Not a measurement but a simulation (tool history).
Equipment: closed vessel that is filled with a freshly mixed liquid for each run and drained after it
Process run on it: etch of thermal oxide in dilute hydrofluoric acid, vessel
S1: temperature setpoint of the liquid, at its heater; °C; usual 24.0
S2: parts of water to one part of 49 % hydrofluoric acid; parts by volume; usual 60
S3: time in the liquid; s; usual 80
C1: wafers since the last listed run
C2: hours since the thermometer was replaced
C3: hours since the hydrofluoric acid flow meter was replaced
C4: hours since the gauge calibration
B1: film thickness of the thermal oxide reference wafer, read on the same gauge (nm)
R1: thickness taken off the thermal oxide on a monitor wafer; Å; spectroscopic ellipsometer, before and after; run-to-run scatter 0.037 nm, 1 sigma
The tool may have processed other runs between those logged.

| run | hour | S1 | S2 | S3 | C1 | C2 | C3 | C4 | B1 | R1 |
|---|---|---|---|---|---|---|---|---|---|---|
| 1 | 0.0 | 24.0 | 60 | 80 | 0 | 1181.0 | 894.9 | 305.7 | 29.80 | 66.0 |
| 2 | 68.5 | 24.0 | 60 | 105 | 8677 | 1249.5 | 963.4 | 374.2 | 29.81 | 86.3 |
| 3 | 122.1 | 24.0 | 60 | 80 | 6789 | 1303.1 | 1017.0 | 427.8 | 29.74 | 66.2 |
| 4 | 173.1 | 24.0 | 60 | 80 | 6460 | 1354.1 | 1068.0 | 478.8 | 29.67 | 66.7 |
| 5 | 274.5 | 24.0 | 60 | 80 | 12845 | 1455.5 | 1169.4 | 580.2 | 29.60 | 66.1 |
| 6 | 310.7 | 24.0 | 60 | 80 | 4585 | 1491.7 | 1205.6 | 616.4 | 29.60 | 66.3 |
| 7 | 361.5 | 24.0 | 60 | 50 | 6435 | 1542.5 | 1256.4 | 667.2 | 29.60 | 41.1 |
| 8 | 404.9 | 24.0 | 80 | 80 | 5497 | 1585.9 | 1299.8 | 710.6 | 29.56 | 47.8 |
| 9 | 508.0 | 24.0 | 80 | 80 | 13060 | 1689.0 | 1402.9 | 813.7 | 29.53 | 48.0 |
| 10 | 596.8 | 24.0 | 80 | 80 | 11248 | 1777.8 | 1491.7 | 902.5 | 29.45 | 47.8 |
| 11 | 688.1 | 24.0 | 50 | 80 | 11565 | 1869.1 | 1583.0 | 993.8 | 29.36 | 79.6 |
| 12 | 759.0 | 24.0 | 50 | 80 | 8981 | 1940.0 | 1653.9 | 1064.7 | 29.29 | 79.1 |
|  | 768.2 | hydrofluoric acid flow meter replaced |
| 13 | 830.6 | 24.0 | 50 | 80 | 8943 | 2011.6 | 62.4 | 1136.3 | 29.22 | 78.7 |
| 14 | 911.4 | 24.0 | 60 | 80 | 10235 | 2092.4 | 143.2 | 1217.1 | 29.14 | 64.9 |
|  | 1096.5 | thermometer replaced |
| 15 | 1223.6 | 27.5 | 85 | 120 | 39422 | 127.1 | 455.4 | 1529.3 | 28.67 | 75.0 |
| 16 | 1271.1 | 29.0 | 40 | 80 | 6017 | 174.6 | 502.9 | 1576.8 | 28.60 | 120.5 |
| 17 | 1359.3 | 26.0 | 75 | 55 | 11172 | 262.8 | 591.1 | 1665.0 | 28.44 | 37.2 |
| 18 | 1404.8 | 24.0 | 45 | 115 | 5763 | 308.3 | 636.6 | 1710.5 | 28.39 | 123.3 |
| 19 | 1478.9 | 24.0 | 60 | 80 | 9386 | 382.4 | 710.7 | 1784.6 | 28.26 | 62.3 |

Run 20 comes next. What will it give?
| 20 | 1560.1 | 24.0 | 75 | 40 | 10286 | 463.6 | 791.9 | 1865.8 | ? | ? |

B1: 28.15
R1: 24.5 Å
Take away the tool's hidden state, keep the run-to-run variation as it was, and the same run would have given R1 26.1 Å.
